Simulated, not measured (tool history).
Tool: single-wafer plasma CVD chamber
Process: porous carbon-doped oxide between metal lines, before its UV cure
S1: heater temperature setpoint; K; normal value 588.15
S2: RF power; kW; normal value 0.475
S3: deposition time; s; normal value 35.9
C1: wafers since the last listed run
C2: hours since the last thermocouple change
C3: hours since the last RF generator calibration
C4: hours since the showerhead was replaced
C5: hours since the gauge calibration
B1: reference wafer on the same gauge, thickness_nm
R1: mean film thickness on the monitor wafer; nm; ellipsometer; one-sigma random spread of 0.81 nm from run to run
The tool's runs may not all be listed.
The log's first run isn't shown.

run	hour	S1	S2	S3	C1	C2	C3	C4	C5	B1	R1
2	32.8	588.15	0.475	39.0	874	493.4	1726.8	2678.3	477.2	190.029	172.386
3	50.7	588.15	0.475	39.0	477	511.3	1744.7	2696.2	495.1	189.941	173.059
4	80.3	588.15	0.475	35.9	789	540.9	1774.3	2725.8	524.7	189.960	158.415
# hour 83.1: gauge calibrated
5	106.8	588.15	0.475	35.9	706	567.4	1800.8	2752.3	23.7	189.939	160.348
6	120.3	588.15	0.475	35.9	360	580.9	1814.3	2765.8	37.2	189.847	159.077
7	145.5	588.15	0.475	35.9	672	606.1	1839.5	2791.0	62.4	190.032	156.866
8	177.5	588.15	0.475	35.9	853	638.1	1871.5	2823.0	94.4	190.116	157.650
9	202.5	588.15	0.475	33.4	666	663.1	1896.5	2848.0	119.4	189.929	147.784
10	229.0	588.15	0.475	33.4	706	689.6	1923.0	2874.5	145.9	189.805	148.511
11	241.5	588.15	0.475	35.9	333	702.1	1935.5	2887.0	158.4	189.808	157.204
# hour 268.7: showerhead replaced, of another model than before
12	327.4	588.15	0.475	35.9	2078	788.0	2021.4	58.7	244.3	190.384	154.180
13	361.6	588.15	0.475	35.9	912	822.2	2055.6	92.9	278.5	189.736	153.303
# hour 385.1: RF generator calibrated
14	396.6	588.15	0.475	35.9	720	857.2	11.5	127.9	313.5	190.051	163.895
15	410.6	588.15	0.475	35.9	373	871.2	25.5	141.9	327.5	190.390	163.823
16	422.6	575.15	0.425	29.1	320	883.2	37.5	153.9	339.5	189.772	131.154
17	476.3	588.15	0.475	35.9	1432	936.9	91.2	207.6	393.2	190.292	164.465

What will run 18 give?
# hour 495.2: thermocouple changed; heater temperature recalibrated
18	498.0	588.15	0.420	35.9	365	2.8	112.9	229.3	414.9	?	?

B1: 189.843
R1: 149.792 nm
The same run, on a tool lacking any hidden state, would have yielded R1 149.913 nm.
